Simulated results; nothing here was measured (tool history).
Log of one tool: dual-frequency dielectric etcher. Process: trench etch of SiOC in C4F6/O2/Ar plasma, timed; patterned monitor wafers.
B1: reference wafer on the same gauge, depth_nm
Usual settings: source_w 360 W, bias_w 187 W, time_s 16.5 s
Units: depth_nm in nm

Run 1, day 0: usual settings but time_s 14.5 s; B1 29.9. Result: depth_nm 24.48 nm.
Run 2, day 2.742: usual settings but time_s 14.5 s; B1 29.9. Result: depth_nm 24.21 nm.
Run 3, day 5.358: usual settings but time_s 14.5 s; B1 29.91. Result: depth_nm 24 nm.
At day 8.792: wet clean of the chamber.
Run 4, day 8.812: usual settings but bias_w 219 W; B1 29.88. Result: depth_nm 30.13 nm.
Run 5, day 9.688: usual settings; B1 29.9. Result: depth_nm 28.4 nm.
Run 6, day 11.504: usual settings; B1 29.89. Result: depth_nm 28.24 nm.
Run 7, day 12.633: usual settings but source_w 300 W, bias_w 220 W; B1 29.92. Result: depth_nm 27.86 nm.
At day 13.196: gauge calibrated.
At day 16.175: upper electrode replaced.
Run 8, day 16.196: usual settings but source_w 300 W, bias_w 220 W; B1 29.9. Result: depth_nm 27.27 nm.
Run 9, day 17.604: usual settings but source_w 300 W, bias_w 220 W; B1 29.9. Result: depth_nm 27.38 nm.
At day 19.929: source power generator calibrated.
Run 10, day 20.458: usual settings but bias_w 174 W; B1 29.88. Result: depth_nm 26.74 nm.
Run 11, day 21.733: usual settings but source_w 440 W; B1 29.9. Result: depth_nm 29.8 nm.
Run 12, day 24.671: usual settings; B1 29.88. Result: depth_nm 27.26 nm.
Run 13, day 27.162: usual settings but time_s 15 s; B1 29.91. Result: depth_nm 24.72 nm.
Run 14, day 29.421: usual settings but bias_w 152 W; B1 29.89. Result: depth_nm 24.95 nm.
At day 31.325: wet clean of the chamber.
Run 15, day 31.575: usual settings but source_w 300 W, bias_w 213 W, time_s 12.5 s; B1 29.89. Result: depth_nm 20.9 nm.
At day 32.3: bias power generator calibrated.
Run 16, day 32.775: usual settings but source_w 420 W, bias_w 208 W, time_s 19.5 s; B1 29.89. Result: depth_nm 37.03 nm.
Run 17, day 35.204: usual settings but source_w 310 W, time_s 12 s; B1 29.9. Result: depth_nm 19.2 nm.
Run 18, day 37.342: usual settings but source_w 300 W, bias_w 213 W, time_s 12.5 s; B1 29.87. Result: depth_nm 20.52 nm.
At day 38.575: gauge calibrated.
Run 19, day 39.733: usual settings but source_w 450 W, bias_w 209 W; B1 29.89. Result: depth_nm 31.48 nm.
Run 20, day 41.179: usual settings but source_w 440 W, bias_w 172 W; B1 29.9. Result: depth_nm 28.91 nm.
Run 21, day 42.396: usual settings but source_w 270 W, time_s 18 s; B1 29.93. Result: depth_nm 26.55 nm.

5 ways to go on from here, each from the tool as it stands after run 21. What would each give?
Run A, day 42.412: usual settings but source_w 300 W; B1 ?. Result: depth_nm ?.
Run B, day 42.412: usual settings but bias_w 222 W, time_s 21 s; B1 ?. Result: depth_nm ?.
Run C, day 42.412: usual settings but source_w 430 W; B1 ?. Result: depth_nm ?.
Run D, day 42.412: usual settings but source_w 410 W, bias_w 210 W; B1 ?. Result: depth_nm ?.
Run E, day 42.412: usual settings but bias_w 149 W; B1 ?. Result: depth_nm ?.

run     B1  depth_nm
  A  29.88     25.46
  B  29.88     37.34
  C  29.88     29.57
  D  29.88     30.29
  E  29.88     25.21
Without the tool's hidden state the same runs would have given:
run  depth_nm
  A     26.47
  B     38.81
  C     30.73
  D     31.49
  E     26.21

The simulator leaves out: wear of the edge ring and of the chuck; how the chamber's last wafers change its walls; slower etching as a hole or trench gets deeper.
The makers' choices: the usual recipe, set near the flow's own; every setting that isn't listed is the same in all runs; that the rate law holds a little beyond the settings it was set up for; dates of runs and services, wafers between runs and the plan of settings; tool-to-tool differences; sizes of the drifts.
